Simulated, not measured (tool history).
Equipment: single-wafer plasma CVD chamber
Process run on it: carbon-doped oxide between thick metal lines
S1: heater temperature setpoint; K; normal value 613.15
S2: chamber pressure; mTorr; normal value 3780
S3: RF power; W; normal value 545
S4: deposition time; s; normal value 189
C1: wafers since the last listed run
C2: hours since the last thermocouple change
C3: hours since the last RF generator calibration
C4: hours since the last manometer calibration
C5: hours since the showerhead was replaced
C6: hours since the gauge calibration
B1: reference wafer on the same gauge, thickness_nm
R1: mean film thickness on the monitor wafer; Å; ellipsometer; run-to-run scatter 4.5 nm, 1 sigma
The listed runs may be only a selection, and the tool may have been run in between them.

run 1 hour=0.0 | S1=613.15 S2=3780 S3=545 S4=189 | C1=0 C2=2240.5 C3=629.0 C4=1771.2 C5=6281.9 C6=1296.1 | B1=861.290 | R1=9540.89
run 2 hour=69.9 | S1=613.15 S2=3780 S3=545 S4=189 | C1=432 C2=2310.4 C3=698.9 C4=1841.1 C5=6351.8 C6=1366.0 | B1=863.031 | R1=9592.50
run 3 hour=125.0 | S1=613.15 S2=3780 S3=545 S4=189 | C1=340 C2=2365.5 C3=754.0 C4=1896.2 C5=6406.9 C6=1421.1 | B1=861.484 | R1=9613.05
run 4 hour=150.2 | S1=613.15 S2=3780 S3=545 S4=189 | C1=155 C2=2390.7 C3=779.2 C4=1921.4 C5=6432.1 C6=1446.3 | B1=861.690 | R1=9607.01
run 5 hour=210.6 | S1=613.15 S2=3780 S3=545 S4=189 | C1=373 C2=2451.1 C3=839.6 C4=1981.8 C5=6492.5 C6=1506.7 | B1=861.250 | R1=9610.98
run 6 hour=264.0 | S1=613.15 S2=3780 S3=545 S4=189 | C1=330 C2=2504.5 C3=893.0 C4=2035.2 C5=6545.9 C6=1560.1 | B1=861.559 | R1=9529.73
run 7 hour=332.6 | S1=613.15 S2=3780 S3=545 S4=189 | C1=424 C2=2573.1 C3=961.6 C4=2103.8 C5=6614.5 C6=1628.7 | B1=861.961 | R1=9597.57
-- hour=376.7 thermocouple changed; heater temperature recalibrated
run 8 hour=377.2 | S1=613.15 S2=3780 S3=545 S4=189 | C1=226 C2=0.5 C3=1006.2 C4=2148.4 C5=6659.1 C6=1673.3 | B1=861.953 | R1=9582.99
run 9 hour=416.3 | S1=613.15 S2=3780 S3=545 S4=189 | C1=241 C2=39.6 C3=1045.3 C4=2187.5 C5=6698.2 C6=1712.4 | B1=862.120 | R1=9553.21
run 10 hour=471.5 | S1=613.15 S2=3780 S3=545 S4=189 | C1=341 C2=94.8 C3=1100.5 C4=2242.7 C5=6753.4 C6=1767.6 | B1=862.121 | R1=9590.94
-- hour=508.5 gauge calibrated
run 11 hour=518.1 | S1=613.15 S2=3780 S3=545 S4=189 | C1=288 C2=141.4 C3=1147.1 C4=2289.3 C5=6800.0 C6=9.6 | B1=862.170 | R1=9585.36
run 12 hour=586.9 | S1=613.15 S2=3480 S3=545 S4=157 | C1=425 C2=210.2 C3=1215.9 C4=2358.1 C5=6868.8 C6=78.4 | B1=861.319 | R1=7800.35
run 13 hour=625.4 | S1=623.15 S2=4460 S3=600 S4=167 | C1=238 C2=248.7 C3=1254.4 C4=2396.6 C5=6907.3 C6=116.9 | B1=861.278 | R1=9023.26
run 14 hour=653.1 | S1=621.15 S2=3780 S3=545 S4=189 | C1=171 C2=276.4 C3=1282.1 C4=2424.3 C5=6935.0 C6=144.6 | B1=861.865 | R1=9296.39
run 15 hour=690.0 | S1=613.15 S2=3440 S3=545 S4=189 | C1=228 C2=313.3 C3=1319.0 C4=2461.2 C5=6971.9 C6=181.5 | B1=862.043 | R1=9412.88
-- hour=724.1 capacitance manometer re-zeroed and calibrated
run 16 hour=757.5 | S1=603.15 S2=2840 S3=625 S4=222 | C1=368 C2=380.8 C3=1386.5 C4=33.4 C5=7039.4 C6=249.0 | B1=861.550 | R1=11933.03
run 17 hour=808.2 | S1=622.15 S2=4670 S3=575 S4=225 | C1=313 C2=431.5 C3=1437.2 C4=84.1 C5=7090.1 C6=299.7 | B1=861.698 | R1=11998.20
-- hour=859.4 showerhead replaced
-- hour=863.4 RF generator calibrated
run 18 hour=871.4 | S1=613.15 S2=3780 S3=635 S4=189 | C1=316 C2=494.7 C3=8.0 C4=147.3 C5=12.0 C6=362.9 | B1=861.924 | R1=10702.42
run 19 hour=919.6 | S1=603.15 S2=3540 S3=545 S4=189 | C1=298 C2=542.9 C3=56.2 C4=195.5 C5=60.2 C6=411.1 | B1=862.127 | R1=10000.64
run 20 hour=963.1 | S1=613.15 S2=3780 S3=545 S4=189 | C1=269 C2=586.4 C3=99.7 C4=239.0 C5=103.7 C6=454.6 | B1=861.722 | R1=9818.62
run 21 hour=992.9 | S1=613.15 S2=4110 S3=580 S4=189 | C1=184 C2=616.2 C3=129.5 C4=268.8 C5=133.5 C6=484.4 | B1=862.242 | R1=10219.34
run 22 hour=1032.1 | S1=613.15 S2=3780 S3=605 S4=160 | C1=242 C2=655.4 C3=168.7 C4=308.0 C5=172.7 C6=523.6 | B1=861.618 | R1=8749.31

Forecast run 23:
run 23 hour=1073.5 | S1=613.15 S2=3780 S3=545 S4=189 | C1=256 C2=696.8 C3=210.1 C4=349.4 C5=214.1 C6=565.0 | B1=? | R1=?

{"run 23": {"B1": 861.84, "R1": 9707.38}}
Were there no unlogged condition in the tool, this run, its random variation unchanged, would have produced R1 9795.51 Å.

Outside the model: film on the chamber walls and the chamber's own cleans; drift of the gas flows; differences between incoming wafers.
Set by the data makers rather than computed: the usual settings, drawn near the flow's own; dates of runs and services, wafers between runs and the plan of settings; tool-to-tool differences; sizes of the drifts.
